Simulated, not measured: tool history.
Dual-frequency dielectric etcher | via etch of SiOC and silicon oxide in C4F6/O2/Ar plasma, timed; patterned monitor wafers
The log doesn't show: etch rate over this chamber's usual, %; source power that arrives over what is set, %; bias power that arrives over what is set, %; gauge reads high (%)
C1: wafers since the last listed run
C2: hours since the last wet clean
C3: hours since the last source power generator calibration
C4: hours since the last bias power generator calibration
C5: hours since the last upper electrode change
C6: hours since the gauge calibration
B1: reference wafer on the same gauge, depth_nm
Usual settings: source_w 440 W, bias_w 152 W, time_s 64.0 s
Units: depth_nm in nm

{"run": 1, "hour": 0.0, "source_w": 440, "bias_w": 152, "time_s": 64.0, "C1": 0, "C2": 230.2, "C3": 3033.7, "C4": 1720.3, "C5": 1983.7, "C6": 290.0, "B1": 57.5, "depth_nm": 69.1}
{"run": 2, "hour": 38.5, "source_w": 440, "bias_w": 152, "time_s": 64.0, "C1": 461, "C2": 268.7, "C3": 3072.2, "C4": 1758.8, "C5": 2022.2, "C6": 328.5, "B1": 57.4, "depth_nm": 69.7}
{"run": 3, "hour": 66.9, "source_w": 440, "bias_w": 152, "time_s": 64.0, "C1": 340, "C2": 297.1, "C3": 3100.6, "C4": 1787.2, "C5": 2050.6, "C6": 356.9, "B1": 57.5, "depth_nm": 69.5}
{"run": 4, "hour": 132.4, "source_w": 440, "bias_w": 152, "time_s": 64.0, "C1": 785, "C2": 362.6, "C3": 3166.1, "C4": 1852.7, "C5": 2116.1, "C6": 422.4, "B1": 57.6, "depth_nm": 69.0}
{"run": 5, "hour": 157.1, "source_w": 490, "bias_w": 152, "time_s": 64.0, "C1": 296, "C2": 387.3, "C3": 3190.8, "C4": 1877.4, "C5": 2140.8, "C6": 447.1, "B1": 57.5, "depth_nm": 74.0}
{"hour": 198.2, "done": "wet clean of the chamber"}
{"run": 6, "hour": 198.7, "source_w": 440, "bias_w": 152, "time_s": 52.5, "C1": 210, "C2": 0.5, "C3": 3232.4, "C4": 1919.0, "C5": 2182.4, "C6": 488.7, "B1": 57.5, "depth_nm": 56.5}
{"run": 7, "hour": 239.3, "source_w": 440, "bias_w": 152, "time_s": 52.5, "C1": 486, "C2": 41.1, "C3": 3273.0, "C4": 1959.6, "C5": 2223.0, "C6": 529.3, "B1": 57.5, "depth_nm": 56.8}
{"run": 8, "hour": 299.2, "source_w": 440, "bias_w": 152, "time_s": 52.5, "C1": 718, "C2": 101.0, "C3": 3332.9, "C4": 2019.5, "C5": 2282.9, "C6": 589.2, "B1": 57.6, "depth_nm": 56.5}
{"run": 9, "hour": 360.7, "source_w": 440, "bias_w": 152, "time_s": 64.0, "C1": 737, "C2": 162.5, "C3": 3394.4, "C4": 2081.0, "C5": 2344.4, "C6": 650.7, "B1": 57.5, "depth_nm": 68.7}
{"run": 10, "hour": 511.8, "source_w": 440, "bias_w": 152, "time_s": 64.0, "C1": 1811, "C2": 313.6, "C3": 3545.5, "C4": 2232.1, "C5": 2495.5, "C6": 801.8, "B1": 57.5, "depth_nm": 68.7}
{"run": 11, "hour": 537.7, "source_w": 440, "bias_w": 152, "time_s": 64.0, "C1": 310, "C2": 339.5, "C3": 3571.4, "C4": 2258.0, "C5": 2521.4, "C6": 827.7, "B1": 57.5, "depth_nm": 68.5}
{"run": 12, "hour": 566.6, "source_w": 440, "bias_w": 152, "time_s": 49.5, "C1": 346, "C2": 368.4, "C3": 3600.3, "C4": 2286.9, "C5": 2550.3, "C6": 856.6, "B1": 57.5, "depth_nm": 53.0}
{"hour": 620.8, "done": "wet clean of the chamber"}
{"hour": 632.5, "done": "upper electrode replaced"}
{"run": 13, "hour": 633.0, "source_w": 440, "bias_w": 152, "time_s": 64.0, "C1": 368, "C2": 12.2, "C3": 3666.7, "C4": 2353.3, "C5": 0.5, "C6": 923.0, "B1": 57.5, "depth_nm": 68.4}
{"run": 14, "hour": 636.7, "source_w": 440, "bias_w": 181, "time_s": 64.0, "C1": 44, "C2": 15.9, "C3": 3670.4, "C4": 2357.0, "C5": 4.2, "C6": 926.7, "B1": 57.5, "depth_nm": 74.4}
{"run": 15, "hour": 686.1, "source_w": 390, "bias_w": 152, "time_s": 64.0, "C1": 592, "C2": 65.3, "C3": 3719.8, "C4": 2406.4, "C5": 53.6, "C6": 976.1, "B1": 57.5, "depth_nm": 63.1}
{"run": 16, "hour": 725.8, "source_w": 440, "bias_w": 152, "time_s": 64.0, "C1": 475, "C2": 105.0, "C3": 3759.5, "C4": 2446.1, "C5": 93.3, "C6": 1015.8, "B1": 57.5, "depth_nm": 68.3}
{"run": 17, "hour": 764.5, "source_w": 440, "bias_w": 164, "time_s": 81.0, "C1": 463, "C2": 143.7, "C3": 3798.2, "C4": 2484.8, "C5": 132.0, "C6": 1054.5, "B1": 57.5, "depth_nm": 89.6}
{"run": 18, "hour": 812.6, "source_w": 440, "bias_w": 181, "time_s": 64.0, "C1": 576, "C2": 191.8, "C3": 3846.3, "C4": 2532.9, "C5": 180.1, "C6": 1102.6, "B1": 57.5, "depth_nm": 74.0}
{"hour": 833.9, "done": "gauge calibrated"}
{"hour": 838.1, "done": "source power generator calibrated"}
{"run": 19, "hour": 842.9, "source_w": 340, "bias_w": 175, "time_s": 50.5, "C1": 315, "C2": 222.1, "C3": 4.8, "C4": 2563.2, "C5": 210.4, "C6": 9.0, "B1": 57.4, "depth_nm": 48.2}
{"hour": 869.1, "done": "bias power generator calibrated"}
{"run": 20, "hour": 893.6, "source_w": 440, "bias_w": 152, "time_s": 81.5, "C1": 559, "C2": 272.8, "C3": 55.5, "C4": 24.5, "C5": 261.1, "C6": 59.7, "B1": 57.5, "depth_nm": 89.7}
{"run": 21, "hour": 929.6, "source_w": 470, "bias_w": 129, "time_s": 46.0, "C1": 431, "C2": 308.8, "C3": 91.5, "C4": 60.5, "C5": 297.1, "C6": 95.7, "B1": 57.5, "depth_nm": 48.4}
{"run": 22, "hour": 973.0, "source_w": 500, "bias_w": 123, "time_s": 79.5, "C1": 520, "C2": 352.2, "C3": 134.9, "C4": 103.9, "C5": 340.5, "C6": 139.1, "B1": 57.5, "depth_nm": 85.2}
{"run": 23, "hour": 1027.2, "source_w": 440, "bias_w": 152, "time_s": 64.0, "C1": 649, "C2": 406.4, "C3": 189.1, "C4": 158.1, "C5": 394.7, "C6": 193.3, "B1": 57.5, "depth_nm": 70.5}
{"hour": 1080.8, "done": "wet clean of the chamber"}
{"run": 24, "hour": 1081.3, "source_w": 390, "bias_w": 124, "time_s": 75.5, "C1": 360, "C2": 0.5, "C3": 243.2, "C4": 212.2, "C5": 448.8, "C6": 247.4, "B1": 57.5, "depth_nm": 69.1}
{"run": 25, "hour": 1107.8, "source_w": 500, "bias_w": 152, "time_s": 64.0, "C1": 317, "C2": 27.0, "C3": 269.7, "C4": 238.7, "C5": 475.3, "C6": 273.9, "B1": 57.5, "depth_nm": 75.7}
{"run": 26, "hour": 1145.2, "source_w": 440, "bias_w": 152, "time_s": 64.0, "C1": 448, "C2": 64.4, "C3": 307.1, "C4": 276.1, "C5": 512.7, "C6": 311.3, "B1": 57.5, "depth_nm": 70.3}

4 ways to go on from here, each from the tool as it stands after run 26. What would each give?
{"run": "A", "hour": 1145.6, "source_w": 440, "bias_w": 152, "time_s": 64.0, "C1": 4, "C2": 64.8, "C3": 307.5, "C4": 276.5, "C5": 513.1, "C6": 311.7, "B1": "?", "depth_nm": "?"}
{"run": "B", "hour": 1145.6, "source_w": 520, "bias_w": 152, "time_s": 64.0, "C1": 4, "C2": 64.8, "C3": 307.5, "C4": 276.5, "C5": 513.1, "C6": 311.7, "B1": "?", "depth_nm": "?"}
{"run": "C", "hour": 1145.6, "source_w": 440, "bias_w": 123, "time_s": 64.0, "C1": 4, "C2": 64.8, "C3": 307.5, "C4": 276.5, "C5": 513.1, "C6": 311.7, "B1": "?", "depth_nm": "?"}
{"run": "D", "hour": 1145.6, "source_w": 440, "bias_w": 166, "time_s": 80.5, "C1": 4, "C2": 64.8, "C3": 307.5, "C4": 276.5, "C5": 513.1, "C6": 311.7, "B1": "?", "depth_nm": "?"}

run=A B1=57.5 depth_nm=70.2
run=B B1=57.5 depth_nm=77.6
run=C B1=57.5 depth_nm=63.0
run=D B1=57.5 depth_nm=92.2
Without the tool's hidden state the same runs would have given:
run=A depth_nm=70.0
run=B depth_nm=77.4
run=C depth_nm=62.9
run=D depth_nm=91.9

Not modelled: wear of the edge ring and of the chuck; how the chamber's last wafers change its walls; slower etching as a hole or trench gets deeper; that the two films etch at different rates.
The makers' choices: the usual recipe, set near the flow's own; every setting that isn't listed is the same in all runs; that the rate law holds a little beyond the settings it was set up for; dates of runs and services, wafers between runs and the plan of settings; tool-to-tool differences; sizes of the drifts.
